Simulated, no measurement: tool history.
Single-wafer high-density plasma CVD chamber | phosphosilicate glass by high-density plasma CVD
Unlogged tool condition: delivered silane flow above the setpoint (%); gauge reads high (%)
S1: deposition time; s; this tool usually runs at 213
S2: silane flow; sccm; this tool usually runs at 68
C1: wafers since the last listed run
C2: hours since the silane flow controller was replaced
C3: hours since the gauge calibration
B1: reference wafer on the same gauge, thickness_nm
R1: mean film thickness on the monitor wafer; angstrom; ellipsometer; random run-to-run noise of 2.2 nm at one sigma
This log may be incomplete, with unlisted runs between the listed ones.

run,hour,S1,S2,C1,C2,C3,B1,R1
1,0,213,68,0,4263.5,216,1339.916,13958.46
2,6.4,213,68,66,4269.9,222.4,1339.475,13924.13
3,19.2,213,68,133,4282.7,235.2,1339.512,13938.51
4,35.7,213,68,171,4299.2,251.7,1340.886,13942.67
5,42.5,213,63,70,4306,258.5,1340.396,12911.99
6,57.5,213,63,155,4321,273.5,1341.038,12892.76
7,69.8,191,68,127,4333.3,285.8,1340.106,12467.46
8,85.2,191,68,160,4348.7,301.2,1339.962,12481.81
9,100.3,191,68,156,4363.8,316.3,1339.885,12448
10,108.4,213,68,84,4371.9,324.4,1341.056,13905.68
11,125.8,213,68,180,4389.3,341.8,1340.678,13904.72
12,134.2,213,68,87,4397.7,350.2,1340.398,13939.33
# hour 134.8: gauge calibrated
13,142.6,213,68,87,4406.1,7.8,1340.049,13867.43
14,149.1,213,68,67,4412.6,14.3,1340.223,13926.46
15,158.9,213,68,101,4422.4,24.1,1339.93,13935.51
16,176.8,213,68,186,4440.3,42,1340.361,13872.21
17,190.8,213,68,145,4454.3,56,1340.369,13927.87
18,204.7,213,68,144,4468.2,69.9,1340.141,13943.47
19,211.2,198,62,67,4474.7,76.4,1340.007,11780.08
20,226,230,57,153,4489.5,91.2,1340.141,12569.86
21,237.1,175,60,115,4500.6,102.3,1340.054,10099.79
# hour 245.2: silane flow controller replaced
22,245.7,250,57,6,0.5,110.9,1339.591,14610.09
23,252.8,213,68,73,7.6,118,1340.169,14854.06
24,258.9,235,73,63,13.7,124.1,1340.455,17599.8
25,275.4,213,68,171,30.2,140.6,1340.417,14824.08
26,286.6,213,68,116,41.4,151.8,1340.51,14836.84
27,295.6,213,76,93,50.4,160.8,1340.137,16590.34
28,309.5,251,65,144,64.3,174.7,1339.668,16682.86
29,319.7,184,57,105,74.5,184.9,1340.192,10712.75
30,327.6,176,63,82,82.4,192.8,1339.458,11317.08
31,339.7,178,60,125,94.5,204.9,1339.569,10920.44
32,356.7,232,68,176,111.5,221.9,1340.095,16124.09
33,394.6,213,68,393,149.4,259.8,1339.818,14783.51
34,401.2,213,59,68,156,266.4,1340.794,12805.76
35,415.9,250,63,152,170.7,281.1,1339.917,16072.5
36,426,213,68,104,180.8,291.2,1340.249,14801.96

Alternative continuations, all from the tool just after run 36; predict every row:
A,426.5,213,68,5,181.3,291.7,?,?
B,426.5,195,78,5,181.3,291.7,?,?
C,426.5,230,72,5,181.3,291.7,?,?
D,426.5,247,79,5,181.3,291.7,?,?
E,426.5,252,59,5,181.3,291.7,?,?

run,B1,R1
A,1340.507,14758.61
B,1340.507,15498.37
C,1340.507,16873.97
D,1340.507,19882.96
E,1340.507,15149.89
With no hidden state in the tool, these same runs would have given:
run,R1
A,14893.66
B,15640.2
C,17028.38
D,20064.9
E,15288.53
